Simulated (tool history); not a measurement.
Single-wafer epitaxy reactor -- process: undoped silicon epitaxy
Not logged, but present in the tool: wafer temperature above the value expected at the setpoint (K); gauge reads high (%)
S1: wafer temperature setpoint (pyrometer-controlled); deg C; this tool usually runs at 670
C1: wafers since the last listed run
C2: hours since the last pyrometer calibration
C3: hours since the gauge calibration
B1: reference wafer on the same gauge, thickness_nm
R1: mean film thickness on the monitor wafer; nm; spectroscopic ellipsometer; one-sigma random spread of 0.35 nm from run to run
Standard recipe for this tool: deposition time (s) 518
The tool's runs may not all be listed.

Run 1, day 0: usual settings; C1 0; C2 2502.9; C3 238; B1 124.261. Result: R1 126.147 nm.
Run 2, day 0.833: usual settings; C1 101; C2 2522.9; C3 258; B1 124.167. Result: R1 126.201 nm.
Run 3, day 2.258: usual settings; C1 173; C2 2557.1; C3 292.2; B1 124.101. Result: R1 125.299 nm.
Run 4, day 3.262: usual settings; C1 122; C2 2581.2; C3 316.3; B1 123.996. Result: R1 125.321 nm.
Run 5, day 4.346: usual settings but S1 674 deg C, deposition time (s) 481; C1 131; C2 2607.2; C3 342.3; B1 123.864. Result: R1 126.518 nm.
Run 6, day 5.733: usual settings but S1 674 deg C, deposition time (s) 481; C1 168; C2 2640.5; C3 375.6; B1 123.831. Result: R1 126.281 nm.
Run 7, day 6.25: usual settings but S1 674 deg C, deposition time (s) 481; C1 62; C2 2652.9; C3 388; B1 123.726. Result: R1 126.207 nm.
Run 8, day 7.146: usual settings but S1 681 deg C; C1 109; C2 2674.4; C3 409.5; B1 123.811. Result: R1 155.991 nm.
Run 9, day 7.967: usual settings but S1 681 deg C; C1 99; C2 2694.1; C3 429.2; B1 123.71. Result: R1 155.973 nm.
Run 10, day 11.333: usual settings; C1 409; C2 2774.9; C3 510; B1 123.57. Result: R1 125.362 nm.
Run 11, day 12.208: usual settings; C1 106; C2 2795.9; C3 531; B1 123.65. Result: R1 125.149 nm.
Run 12, day 12.958: usual settings; C1 91; C2 2813.9; C3 549; B1 123.571. Result: R1 125.167 nm.
At day 13.638: gauge calibrated.
Run 13, day 13.904: usual settings but deposition time (s) 493; C1 115; C2 2836.6; C3 6.4; B1 126.051. Result: R1 121.509 nm.
Run 14, day 14.525: usual settings but S1 666 deg C; C1 75; C2 2851.5; C3 21.3; B1 125.803. Result: R1 117.161 nm.
Run 15, day 15.312: usual settings but S1 660 deg C, deposition time (s) 473; C1 95; C2 2870.4; C3 40.2; B1 125.66. Result: R1 94.438 nm.
Run 16, day 16.725: usual settings but S1 660 deg C, deposition time (s) 473; C1 171; C2 2904.3; C3 74.1; B1 125.306. Result: R1 94.548 nm.
Run 17, day 17.554: usual settings but S1 660 deg C, deposition time (s) 473; C1 100; C2 2924.2; C3 94; B1 125.125. Result: R1 94.599 nm.
Run 18, day 19.05: usual settings; C1 182; C2 2960.1; C3 129.9; B1 124.798. Result: R1 126.359 nm.
Run 19, day 19.592: usual settings but S1 661 deg C, deposition time (s) 551; C1 65; C2 2973.1; C3 142.9; B1 124.788. Result: R1 111.742 nm.
Run 20, day 20.296: usual settings but S1 665 deg C, deposition time (s) 556; C1 85; C2 2990; C3 159.8; B1 124.786. Result: R1 123.299 nm.
Run 21, day 21.288: usual settings but deposition time (s) 423; C1 120; C2 3013.8; C3 183.6; B1 124.614. Result: R1 103.091 nm.
Run 22, day 22.138: usual settings but S1 665 deg C, deposition time (s) 604; C1 103; C2 3034.2; C3 204; B1 124.443. Result: R1 132.582 nm.
Run 23, day 23.046: usual settings but S1 656 deg C, deposition time (s) 465; C1 110; C2 3056; C3 225.8; B1 124.343. Result: R1 84.959 nm.
Run 24, day 23.65: usual settings but S1 684 deg C, deposition time (s) 490; C1 73; C2 3070.5; C3 240.3; B1 124.313. Result: R1 156.643 nm.
Run 25, day 24.204: usual settings but S1 661 deg C, deposition time (s) 599; C1 67; C2 3083.8; C3 253.6; B1 124.173. Result: R1 120.756 nm.
Run 26, day 25.288: usual settings; C1 131; C2 3109.8; C3 279.6; B1 124.115. Result: R1 125.351 nm.
At day 26.704: pyrometer calibrated.
Run 27, day 26.725: usual settings but S1 679 deg C, deposition time (s) 433; C1 134; C2 0.5; C3 314.1; B1 124.118. Result: R1 125.551 nm.
Run 28, day 28.142: usual settings but S1 664 deg C, deposition time (s) 421; C1 172; C2 34.5; C3 348.1; B1 124.013. Result: R1 90.367 nm.
Run 29, day 29.367: usual settings but S1 676 deg C, deposition time (s) 483; C1 149; C2 63.9; C3 377.5; B1 123.861. Result: R1 132.001 nm.
Run 30, day 30.067: usual settings but S1 662 deg C, deposition time (s) 470; C1 85; C2 80.7; C3 394.3; B1 123.886. Result: R1 96.823 nm.
Run 31, day 30.733: usual settings but S1 676 deg C, deposition time (s) 419; C1 81; C2 96.7; C3 410.3; B1 123.886. Result: R1 114.52 nm.
Run 32, day 31.529: usual settings but S1 656 deg C; C1 96; C2 115.8; C3 429.4; B1 123.704. Result: R1 94.2 nm.
Run 33, day 32.462: usual settings but S1 674 deg C, deposition time (s) 481; C1 113; C2 138.2; C3 451.8; B1 123.727. Result: R1 126.02 nm.
Run 34, day 32.992: usual settings but S1 664 deg C, deposition time (s) 486; C1 64; C2 150.9; C3 464.5; B1 123.673. Result: R1 104.03 nm.
Run 35, day 33.571: usual settings but S1 680 deg C, deposition time (s) 469; C1 70; C2 164.8; C3 478.4; B1 123.701. Result: R1 138.895 nm.
Run 36, day 34.996: usual settings but deposition time (s) 483; C1 173; C2 199; C3 512.6; B1 123.748. Result: R1 116.833 nm.
Run 37, day 35.554: usual settings; C1 67; C2 212.4; C3 526; B1 123.678. Result: R1 125.611 nm.

Hidden state, per run?
wafer temperature above the value expected at the setpoint (K): 0 in every run
H1: gauge reads high (%)
run      H1
  1   -1.41
  2   -1.47
  3   -1.57
  4   -1.62
  5   -1.68
  6   -1.74
  7   -1.76
  8   -1.79
  9   -1.82
 10   -1.91
 11   -1.92
 12   -1.94
 13  0.0409
 14  -0.102
 15  -0.268
 16  -0.532
 17  -0.667
 18  -0.882
 19  -0.951
 20   -1.03
 21   -1.14
 22   -1.22
 23    -1.3
 24   -1.35
 25   -1.39
 26   -1.47
 27   -1.55
 28   -1.62
 29   -1.68
 30    -1.7
 31   -1.73
 32   -1.75
 33   -1.78
 34   -1.79
 35   -1.81
 36   -1.84
 37   -1.85

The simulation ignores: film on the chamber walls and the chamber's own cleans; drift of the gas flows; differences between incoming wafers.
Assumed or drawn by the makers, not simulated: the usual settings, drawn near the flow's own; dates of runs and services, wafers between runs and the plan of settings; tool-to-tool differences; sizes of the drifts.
